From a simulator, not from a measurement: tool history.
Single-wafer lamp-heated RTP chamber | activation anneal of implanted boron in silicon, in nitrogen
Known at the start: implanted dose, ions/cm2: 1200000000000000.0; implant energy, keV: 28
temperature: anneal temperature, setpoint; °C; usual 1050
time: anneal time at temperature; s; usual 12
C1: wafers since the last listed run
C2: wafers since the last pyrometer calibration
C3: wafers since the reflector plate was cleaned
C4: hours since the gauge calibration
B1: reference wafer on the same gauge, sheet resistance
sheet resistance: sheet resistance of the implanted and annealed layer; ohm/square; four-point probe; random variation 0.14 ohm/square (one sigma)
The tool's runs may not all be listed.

Run 1, day 0.000: usual settings; C1 0; C2 501; C3 8080; C4 135.9; B1 88.83. Result: sheet resistance 92.61 ohm/square.
Run 2, day 0.575: usual settings; C1 238; C2 740; C3 8318; C4 149.7; B1 88.78. Result: sheet resistance 92.59 ohm/square.
At day 2.542: gauge calibrated.
Run 3, day 2.808: usual settings but time 17 s; C1 926; C2 1666; C3 9245; C4 6.4; B1 88.81. Result: sheet resistance 92.28 ohm/square.
Run 4, day 3.075: usual settings but time 17 s; C1 110; C2 1776; C3 9355; C4 12.8; B1 88.79. Result: sheet resistance 92.17 ohm/square.
Run 5, day 3.338: usual settings; C1 108; C2 1885; C3 9464; C4 19.1; B1 88.78. Result: sheet resistance 92.34 ohm/square.
Run 6, day 3.658: usual settings; C1 133; C2 2018; C3 9597; C4 26.8; B1 88.79. Result: sheet resistance 92.42 ohm/square.
Run 7, day 4.212: usual settings; C1 229; C2 2248; C3 9827; C4 40.1; B1 88.81. Result: sheet resistance 92.56 ohm/square.
Run 8, day 4.575: usual settings; C1 150; C2 2398; C3 9977; C4 48.8; B1 88.76. Result: sheet resistance 92.29 ohm/square.
Run 9, day 4.908: usual settings; C1 138; C2 2537; C3 10115; C4 56.8; B1 88.79. Result: sheet resistance 92.52 ohm/square.
Run 10, day 5.258: usual settings but time 7 s; C1 145; C2 2682; C3 10261; C4 65.2; B1 88.83. Result: sheet resistance 92.68 ohm/square.
Run 11, day 5.992: usual settings but time 7 s; C1 304; C2 2986; C3 10565; C4 82.8; B1 88.82. Result: sheet resistance 92.77 ohm/square.
Run 12, day 6.267: usual settings; C1 114; C2 3100; C3 10679; C4 89.4; B1 88.82. Result: sheet resistance 92.42 ohm/square.
Run 13, day 6.633: usual settings; C1 152; C2 3252; C3 10831; C4 98.2; B1 88.84. Result: sheet resistance 92.30 ohm/square.
Run 14, day 7.088: usual settings but temperature 1027 °C; C1 188; C2 3440; C3 11019; C4 109.1; B1 88.82. Result: sheet resistance 93.68 ohm/square.
Run 15, day 7.588: usual settings but temperature 1027 °C; C1 207; C2 3648; C3 11226; C4 121.1; B1 88.78. Result: sheet resistance 94.02 ohm/square.
Run 16, day 8.208: usual settings; C1 257; C2 3905; C3 11484; C4 136.0; B1 88.85. Result: sheet resistance 92.34 ohm/square.
At day 9.338: reflector plate cleaned.
Run 17, day 9.792: usual settings but temperature 1037 °C, time 5 s; C1 518; C2 4424; C3 188; C4 174.0; B1 88.77. Result: sheet resistance 93.76 ohm/square.
At day 10.308: pyrometer window cleaned and pyrometer calibrated.
Run 18, day 10.329: usual settings but temperature 1058 °C; C1 84; C2 9; C3 273; C4 186.9; B1 88.78. Result: sheet resistance 92.14 ohm/square.
Run 19, day 10.492: usual settings but time 7 s; C1 67; C2 76; C3 340; C4 190.8; B1 88.78. Result: sheet resistance 92.73 ohm/square.
Run 20, day 10.962: usual settings but temperature 1076 °C, time 5 s; C1 195; C2 271; C3 536; C4 202.1; B1 88.83. Result: sheet resistance 92.47 ohm/square.
Run 21, day 11.438: usual settings; C1 196; C2 468; C3 733; C4 213.5; B1 88.84. Result: sheet resistance 92.17 ohm/square.
Run 22, day 11.967: usual settings but temperature 1037 °C, time 5 s; C1 219; C2 688; C3 952; C4 226.2; B1 88.84. Result: sheet resistance 93.78 ohm/square.
At day 12.525: gauge calibrated.
Run 23, day 13.742: usual settings but time 16 s; C1 736; C2 1424; C3 1688; C4 29.2; B1 88.80. Result: sheet resistance 92.26 ohm/square.
Run 24, day 14.125: usual settings but temperature 1027 °C; C1 158; C2 1583; C3 1847; C4 38.4; B1 88.82. Result: sheet resistance 93.71 ohm/square.
Run 25, day 14.708: usual settings but temperature 1041 °C, time 5 s; C1 241; C2 1825; C3 2089; C4 52.4; B1 88.81. Result: sheet resistance 93.48 ohm/square.
Run 26, day 15.054: usual settings but temperature 1069 °C, time 19 s; C1 143; C2 1968; C3 2233; C4 60.7; B1 88.83. Result: sheet resistance 91.11 ohm/square.
Run 27, day 15.596: usual settings but temperature 1076 °C, time 5 s; C1 224; C2 2193; C3 2457; C4 73.7; B1 88.82. Result: sheet resistance 92.65 ohm/square.
Run 28, day 16.142: usual settings but time 9 s; C1 226; C2 2419; C3 2684; C4 86.8; B1 88.79. Result: sheet resistance 92.70 ohm/square.
Run 29, day 16.596: usual settings; C1 188; C2 2608; C3 2872; C4 97.7; B1 88.80. Result: sheet resistance 92.40 ohm/square.
Run 30, day 16.854: usual settings; C1 107; C2 2715; C3 2979; C4 103.9; B1 88.83. Result: sheet resistance 92.19 ohm/square.
Run 31, day 17.125: usual settings but temperature 1067 °C, time 14 s; C1 112; C2 2827; C3 3091; C4 110.4; B1 88.83. Result: sheet resistance 92.02 ohm/square.
Run 32, day 17.712: usual settings but temperature 1077 °C; C1 243; C2 3071; C3 3335; C4 124.5; B1 88.78. Result: sheet resistance 91.50 ohm/square.

Forecast each of these 5 alternatives for the next run:
Run A, day 17.729: usual settings but temperature 1023 °C; C1 6; C2 3078; C3 3342; C4 124.9; B1 ?. Result: sheet resistance ?.
Run B, day 17.729: usual settings but time 8 s; C1 6; C2 3078; C3 3342; C4 124.9; B1 ?. Result: sheet resistance ?.
Run C, day 17.729: usual settings but time 18 s; C1 6; C2 3078; C3 3342; C4 124.9; B1 ?. Result: sheet resistance ?.
Run D, day 17.729: usual settings but temperature 1072 °C, time 10 s; C1 6; C2 3078; C3 3342; C4 124.9; B1 ?. Result: sheet resistance ?.
Run E, day 17.729: usual settings but temperature 1038 °C, time 18 s; C1 6; C2 3078; C3 3342; C4 124.9; B1 ?. Result: sheet resistance ?.

run     B1  sheet resistance
  A  88.78             94.47
  B  88.78             92.83
  C  88.78             92.23
  D  88.78             92.07
  E  88.78             92.86
Without the tool's hidden state the same runs would have given:
run  sheet resistance
  A             94.47
  B             92.83
  C             92.23
  D             92.07
  E             92.86
